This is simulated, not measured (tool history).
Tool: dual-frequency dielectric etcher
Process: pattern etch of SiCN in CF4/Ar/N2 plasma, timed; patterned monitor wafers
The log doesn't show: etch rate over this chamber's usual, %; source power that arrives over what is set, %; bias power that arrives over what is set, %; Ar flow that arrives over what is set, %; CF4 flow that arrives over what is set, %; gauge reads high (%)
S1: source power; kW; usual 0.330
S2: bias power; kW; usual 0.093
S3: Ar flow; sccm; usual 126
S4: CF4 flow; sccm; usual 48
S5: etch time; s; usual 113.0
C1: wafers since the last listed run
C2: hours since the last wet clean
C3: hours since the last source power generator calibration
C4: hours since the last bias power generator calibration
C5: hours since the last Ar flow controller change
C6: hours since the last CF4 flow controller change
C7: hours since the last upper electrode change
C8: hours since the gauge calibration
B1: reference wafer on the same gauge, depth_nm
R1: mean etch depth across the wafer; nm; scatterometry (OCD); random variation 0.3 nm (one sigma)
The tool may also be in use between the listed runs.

run 1 hour=0.0 | S1=0.330 S2=0.093 S3=126 S4=48 S5=113.0 | C1=0 C2=129.8 C3=4283.1 C4=457.7 C5=5231.2 C6=3006.6 C7=565.3 C8=2029.2 | B1=64.8 | R1=72.9
run 2 hour=41.3 | S1=0.330 S2=0.086 S3=157 S4=58 S5=129.5 | C1=367 C2=171.1 C3=4324.4 C4=499.0 C5=5272.5 C6=3047.9 C7=606.6 C8=2070.5 | B1=64.8 | R1=81.0
-- hour=147.3 source power generator calibrated
-- hour=177.1 CF4 flow controller replaced
run 3 hour=336.1 | S1=0.330 S2=0.093 S3=126 S4=48 S5=96.0 | C1=2534 C2=465.9 C3=188.8 C4=793.8 C5=5567.3 C6=159.0 C7=901.4 C8=2365.3 | B1=64.6 | R1=62.3
-- hour=429.3 wet clean of the chamber
run 4 hour=429.8 | S1=0.290 S2=0.113 S3=99 S4=59 S5=113.0 | C1=620 C2=0.5 C3=282.5 C4=887.5 C5=5661.0 C6=252.7 C7=995.1 C8=2459.0 | B1=64.7 | R1=75.2
run 5 hour=474.6 | S1=0.330 S2=0.093 S3=126 S4=48 S5=113.0 | C1=398 C2=45.3 C3=327.3 C4=932.3 C5=5705.8 C6=297.5 C7=1039.9 C8=2503.8 | B1=64.7 | R1=73.5
run 6 hour=556.7 | S1=0.290 S2=0.093 S3=126 S4=48 S5=113.0 | C1=730 C2=127.4 C3=409.4 C4=1014.4 C5=5787.9 C6=379.6 C7=1122.0 C8=2585.9 | B1=64.6 | R1=64.6
run 7 hour=620.2 | S1=0.330 S2=0.085 S3=126 S4=48 S5=80.5 | C1=565 C2=190.9 C3=472.9 C4=1077.9 C5=5851.4 C6=443.1 C7=1185.5 C8=2649.4 | B1=64.7 | R1=50.2
run 8 hour=676.2 | S1=0.330 S2=0.093 S3=138 S4=40 S5=113.0 | C1=498 C2=246.9 C3=528.9 C4=1133.9 C5=5907.4 C6=499.1 C7=1241.5 C8=2705.4 | B1=64.7 | R1=70.5
-- hour=700.3 Ar flow controller replaced
-- hour=736.5 gauge calibrated
run 9 hour=744.0 | S1=0.330 S2=0.108 S3=143 S4=48 S5=113.0 | C1=550 C2=314.7 C3=596.7 C4=1201.7 C5=43.7 C6=566.9 C7=1309.3 C8=7.5 | B1=64.6 | R1=79.1
run 10 hour=805.3 | S1=0.330 S2=0.093 S3=101 S4=48 S5=113.0 | C1=545 C2=376.0 C3=658.0 C4=1263.0 C5=105.0 C6=628.2 C7=1370.6 C8=68.8 | B1=64.6 | R1=76.7
run 11 hour=847.1 | S1=0.310 S2=0.070 S3=140 S4=48 S5=81.0 | C1=372 C2=417.8 C3=699.8 C4=1304.8 C5=146.8 C6=670.0 C7=1412.4 C8=110.6 | B1=64.7 | R1=42.2
run 12 hour=889.0 | S1=0.330 S2=0.093 S3=126 S4=48 S5=113.0 | C1=372 C2=459.7 C3=741.7 C4=1346.7 C5=188.7 C6=711.9 C7=1454.3 C8=152.5 | B1=64.6 | R1=74.4
run 13 hour=932.3 | S1=0.330 S2=0.093 S3=126 S4=36 S5=113.0 | C1=385 C2=503.0 C3=785.0 C4=1390.0 C5=232.0 C6=755.2 C7=1497.6 C8=195.8 | B1=64.6 | R1=70.8
-- hour=969.3 bias power generator calibrated
run 14 hour=973.1 | S1=0.360 S2=0.108 S3=116 S4=51 S5=113.0 | C1=327 C2=543.8 C3=825.8 C4=3.8 C5=272.8 C6=796.0 C7=1538.4 C8=236.6 | B1=64.8 | R1=88.6
-- hour=1025.0 wet clean of the chamber
run 15 hour=1025.5 | S1=0.380 S2=0.078 S3=147 S4=53 S5=113.0 | C1=252 C2=0.5 C3=878.2 C4=56.2 C5=325.2 C6=848.4 C7=1590.8 C8=289.0 | B1=64.7 | R1=76.8
run 16 hour=1113.7 | S1=0.390 S2=0.093 S3=126 S4=48 S5=113.0 | C1=785 C2=88.7 C3=966.4 C4=144.4 C5=413.4 C6=936.6 C7=1679.0 C8=377.2 | B1=64.8 | R1=87.2
run 17 hour=1184.2 | S1=0.330 S2=0.093 S3=99 S4=48 S5=125.5 | C1=627 C2=159.2 C3=1036.9 C4=214.9 C5=483.9 C6=1007.1 C7=1749.5 C8=447.7 | B1=64.6 | R1=84.3
run 18 hour=1241.2 | S1=0.310 S2=0.115 S3=126 S4=48 S5=113.0 | C1=507 C2=216.2 C3=1093.9 C4=271.9 C5=540.9 C6=1064.1 C7=1806.5 C8=504.7 | B1=64.8 | R1=76.6
run 19 hour=1502.1 | S1=0.330 S2=0.093 S3=155 S4=58 S5=97.5 | C1=2322 C2=477.1 C3=1354.8 C4=532.8 C5=801.8 C6=1325.0 C7=2067.4 C8=765.6 | B1=64.7 | R1=64.1
run 20 hour=1608.5 | S1=0.330 S2=0.093 S3=126 S4=48 S5=113.0 | C1=947 C2=583.5 C3=1461.2 C4=639.2 C5=908.2 C6=1431.4 C7=2173.8 C8=872.0 | B1=64.7 | R1=73.8

Some steps in R1 between neighbouring runs. How much of each would the tool show without its hidden state too (settings, what came in, random variation), and how much is left for the hidden state, with any gauge scatter that isn't in both results?
Run 10 -> 11: S1 0.330 -> 0.310, S2 0.093 -> 0.070, S3 101 -> 140, S5 113.0 -> 81.0. R1 -34.5 nm: hidden state -0.5, all else -34.0.
Run 11 -> 12: S1 0.310 -> 0.330, S2 0.070 -> 0.093, S3 140 -> 126, S5 81.0 -> 113.0. R1 +32.2 nm: hidden state +0.7, all else +31.5.
Run 13 -> 14: S1 0.330 -> 0.360, S2 0.093 -> 0.108, S3 126 -> 116, S4 36 -> 51, bias power generator calibrated. R1 +17.8 nm: hidden state -1.2, all else +19.0.
